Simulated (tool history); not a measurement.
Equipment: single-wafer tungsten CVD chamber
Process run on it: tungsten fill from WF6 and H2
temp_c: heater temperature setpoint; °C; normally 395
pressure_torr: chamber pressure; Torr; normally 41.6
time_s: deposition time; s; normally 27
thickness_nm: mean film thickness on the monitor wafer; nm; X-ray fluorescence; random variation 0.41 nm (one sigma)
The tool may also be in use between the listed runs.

run,hour,temp_c,pressure_torr,time_s,wafers since the last listed run,hours since the last thermocouple change,hours since the last manometer calibration,hours since the showerhead was replaced,hours since the gauge calibration,"read-back reference wafer on the same gauge, thickness_nm",thickness_nm
1,0,395,41.6,27,0,156.7,638.6,376.7,2217.3,81.789,86.498
2,106.7,395,41.6,27,2330,263.4,745.3,483.4,2324,81.75,86.246
3,156.4,395,41.6,27,1085,313.1,795,533.1,2373.7,81.822,85.682
4,251.4,395,41.6,27,2075,408.1,890,628.1,2468.7,81.716,87.219
5,328.2,395,41.6,27,1677,484.9,966.8,704.9,2545.5,81.785,86.853
6,427.7,391,41.6,27,2173,584.4,1066.3,804.4,2645,81.871,79.923
# hour 569.2: capacitance manometer re-zeroed and calibrated
7,712.1,395,41.6,23.9,6037,868.8,142.9,1088.8,2929.4,81.806,73.938
8,748.2,395,41.6,23.9,788,904.9,179,1124.9,2965.5,81.946,74.524
9,854.4,395,41.6,23.9,2319,1011.1,285.2,1231.1,3071.7,81.774,74.478
10,939.4,395,37.3,27,1856,1096.1,370.2,1316.1,3156.7,81.809,79.349
11,982.2,395,37.3,27,934,1138.9,413,1358.9,3199.5,81.803,79.027
12,1087.7,395,41.6,27,2304,1244.4,518.5,1464.4,3305,81.873,84.913
13,1192.3,395,41.6,27,2284,1349,623.1,1569,3409.6,81.794,84.922
14,1232.6,395,41.6,27,880,1389.3,663.4,1609.3,3449.9,81.857,84.978
15,1330.8,386,33.8,28.4,2145,1487.5,761.6,1707.5,3548.1,81.892,64.065
16,1502.3,385,50,27,3746,1659,933.1,1879,3719.6,81.795,75.369
# hour 1503.4: gauge calibrated
17,1572.9,395,41.6,23.2,1542,1729.6,1003.7,1949.6,69.5,81.846,72.545
18,1616.2,402,47.7,22.8,945,1772.9,1047,1992.9,112.8,81.755,89.926
19,1663.5,395,41.6,27,1033,1820.2,1094.3,2040.2,160.1,81.875,84.92
20,1759.4,395,41.6,24.5,2094,1916.1,1190.2,2136.1,256,81.859,76.032
# hour 1815.6: thermocouple changed; heater temperature recalibrated
# hour 1969.9: capacitance manometer re-zeroed and calibrated
21,2070.6,395,35.1,29.9,6448,255,100.7,2447.3,567.2,81.877,81.859
22,2156.7,406,41.6,23.2,1880,341.1,186.8,2533.4,653.3,81.824,89.74
23,2257.9,382,35.9,27,2210,442.3,288,2634.6,754.5,81.767,56.862
24,2322.4,395,49.3,22.7,1408,506.8,352.5,2699.1,819,81.837,78.363
25,2401.2,395,41.6,27,1721,585.6,431.3,2777.9,897.8,81.698,84.914
26,2440.2,399,35.2,27,851,624.6,470.3,2816.9,936.8,81.794,82.158
# hour 2469.6: showerhead replaced
27,2488.6,404,46.7,31.2,882,673,518.7,19,985.2,81.85,126.993
28,2557.4,395,41.6,30.7,1502,741.8,587.5,87.8,1054,81.796,96.465
29,2808.3,395,44.2,27,5480,992.7,838.4,338.7,1304.9,81.778,88.862
30,2892.5,395,41.6,27,1839,1076.9,922.6,422.9,1389.1,81.782,85.07
31,2956.2,389,41.6,24.7,1391,1140.6,986.3,486.6,1452.8,81.751,67.715
32,3060.9,395,41.6,27,2287,1245.3,1091,591.3,1557.5,81.835,85.386
33,3142,385,33.3,21.8,1771,1326.4,1172.1,672.4,1638.6,81.862,47.067
# hour 3174: capacitance manometer re-zeroed and calibrated
34,3185.5,407,35.2,29.6,775,1369.9,11.5,715.9,1682.1,81.846,103.183

Measured result minus the same run's result without the hidden state. Both carry the same run-to-run variation, though not necessarily the same gauge scatter:
Hidden state at play: wafer temperature above the value expected at the setpoint (K); true pressure above the setpoint (%); gauge reads high (%).
run,thickness_nm
1,+3.717
2,+3.866
3,+3.894
4,+4.034
5,+4.048
6,+3.732
7,+0.939
8,+1.127
9,+1.533
10,+1.912
11,+1.998
12,+2.258
13,+2.325
14,+2.333
15,+1.759
16,+1.708
17,+1.752
18,+2.116
19,+1.899
20,+1.532
21,+0.142
22,+0.801
23,+0.878
24,+1.37
25,+1.798
26,+1.886
27,+2.976
28,+2.395
29,+2.337
30,+2.238
31,+1.723
32,+2.124
33,+1.128
34,-1.465

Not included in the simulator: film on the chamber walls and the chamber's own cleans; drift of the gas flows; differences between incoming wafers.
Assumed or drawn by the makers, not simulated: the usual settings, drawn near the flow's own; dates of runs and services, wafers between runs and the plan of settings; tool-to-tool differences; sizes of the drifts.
